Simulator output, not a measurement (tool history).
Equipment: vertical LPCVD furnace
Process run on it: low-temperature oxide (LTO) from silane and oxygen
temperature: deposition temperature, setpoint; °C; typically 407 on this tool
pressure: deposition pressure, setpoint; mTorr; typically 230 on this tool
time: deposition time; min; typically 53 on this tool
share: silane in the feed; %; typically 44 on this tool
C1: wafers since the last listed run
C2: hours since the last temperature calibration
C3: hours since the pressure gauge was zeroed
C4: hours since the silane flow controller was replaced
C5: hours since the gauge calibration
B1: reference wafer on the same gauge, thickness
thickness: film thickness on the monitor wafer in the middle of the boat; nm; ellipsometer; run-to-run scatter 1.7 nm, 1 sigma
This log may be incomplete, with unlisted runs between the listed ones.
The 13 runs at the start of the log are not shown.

run 14 day=40.683 | temperature=407 pressure=230 time=53 share=36 | C1=790 C2=3925.5 C3=97.3 C4=235 C5=2307.9 | B1=499.51 | thickness=445.26
run 15 day=43.283 | temperature=418 pressure=195 time=35.5 share=48 | C1=764 C2=3987.9 C3=159.7 C4=297.4 C5=2370.3 | B1=499.36 | thickness=384.84
run 16 day=46.567 | temperature=418 pressure=190 time=53 share=40 | C1=965 C2=4066.7 C3=238.5 C4=376.2 C5=2449.1 | B1=498.68 | thickness=466.88
-- day=47.608 gauge calibrated
-- day=47.708 thermocouples replaced and temperature profile calibrated
run 17 day=58.742 | temperature=407 pressure=230 time=53 share=44 | C1=3286 C2=264.8 C3=530.7 C4=668.4 C5=267.2 | B1=499.05 | thickness=559.31
run 18 day=62.796 | temperature=407 pressure=230 time=53 share=44 | C1=1192 C2=362.1 C3=628 C4=765.7 C5=364.5 | B1=498.83 | thickness=559.3
run 19 day=64.804 | temperature=402 pressure=230 time=47 share=36 | C1=590 C2=410.3 C3=676.2 C4=813.9 C5=412.7 | B1=499.46 | thickness=371.3
run 20 day=67.217 | temperature=400 pressure=230 time=53 share=44 | C1=709 C2=468.2 C3=734.1 C4=871.8 C5=470.6 | B1=498.28 | thickness=516.41
run 21 day=69.667 | temperature=407 pressure=280 time=53 share=44 | C1=720 C2=527 C3=792.9 C4=930.6 C5=529.4 | B1=498.42 | thickness=677.79
run 22 day=73.296 | temperature=407 pressure=230 time=53 share=44 | C1=1067 C2=614.1 C3=880 C4=1017.7 C5=616.5 | B1=499.34 | thickness=557.49
run 23 day=80.183 | temperature=407 pressure=245 time=53 share=44 | C1=2025 C2=779.4 C3=1045.3 C4=1183 C5=781.8 | B1=498.41 | thickness=593.97
run 24 day=91.429 | temperature=407 pressure=230 time=53 share=44 | C1=3307 C2=1049.3 C3=1315.2 C4=1452.9 C5=1051.7 | B1=498.82 | thickness=555.15
run 25 day=94.112 | temperature=404 pressure=230 time=53 share=44 | C1=789 C2=1113.7 C3=1379.6 C4=1517.3 C5=1116.1 | B1=498.27 | thickness=536.92
run 26 day=97.029 | temperature=407 pressure=230 time=53 share=44 | C1=857 C2=1183.7 C3=1449.6 C4=1587.3 C5=1186.1 | B1=498.89 | thickness=557.29
run 27 day=100.962 | temperature=407 pressure=230 time=53 share=41 | C1=1156 C2=1278.1 C3=1544 C4=1681.7 C5=1280.5 | B1=498.7 | thickness=513.93
run 28 day=103.804 | temperature=396 pressure=270 time=59.5 share=44 | C1=835 C2=1346.3 C3=1612.2 C4=1749.9 C5=1348.7 | B1=499.03 | thickness=654.65
run 29 day=106.217 | temperature=407 pressure=185 time=53 share=44 | C1=709 C2=1404.2 C3=1670.1 C4=1807.8 C5=1406.6 | B1=498.86 | thickness=440.77
run 30 day=109.383 | temperature=401 pressure=230 time=53 share=44 | C1=931 C2=1480.2 C3=1746.1 C4=1883.8 C5=1482.6 | B1=498.97 | thickness=518.41
run 31 day=112.692 | temperature=403 pressure=265 time=61 share=50 | C1=973 C2=1559.6 C3=1825.5 C4=1963.2 C5=1562 | B1=498.77 | thickness=795.31

4 options for the next run, each taken on its own from the tool as it stands now. Forecast them:
run A day=112.862 | temperature=407 pressure=230 time=32 share=44 | C1=50 C2=1563.7 C3=1829.6 C4=1967.3 C5=1566.1 | B1=? | thickness=?
run B day=112.862 | temperature=407 pressure=275 time=53 share=44 | C1=50 C2=1563.7 C3=1829.6 C4=1967.3 C5=1566.1 | B1=? | thickness=?
run C day=112.862 | temperature=418 pressure=230 time=46.5 share=44 | C1=50 C2=1563.7 C3=1829.6 C4=1967.3 C5=1566.1 | B1=? | thickness=?
run D day=112.862 | temperature=407 pressure=230 time=53 share=48 | C1=50 C2=1563.7 C3=1829.6 C4=1967.3 C5=1566.1 | B1=? | thickness=?

run=A B1=498.98 thickness=332.93
run=B B1=498.98 thickness=661.89
run=C B1=498.98 thickness=541.06
run=D B1=498.98 thickness=599.4
The same runs, with their run-to-run variation unchanged, on a tool lacking any hidden condition would have given:
run=A thickness=340.95
run=B thickness=675.18
run=C thickness=554.1
run=D thickness=613.84

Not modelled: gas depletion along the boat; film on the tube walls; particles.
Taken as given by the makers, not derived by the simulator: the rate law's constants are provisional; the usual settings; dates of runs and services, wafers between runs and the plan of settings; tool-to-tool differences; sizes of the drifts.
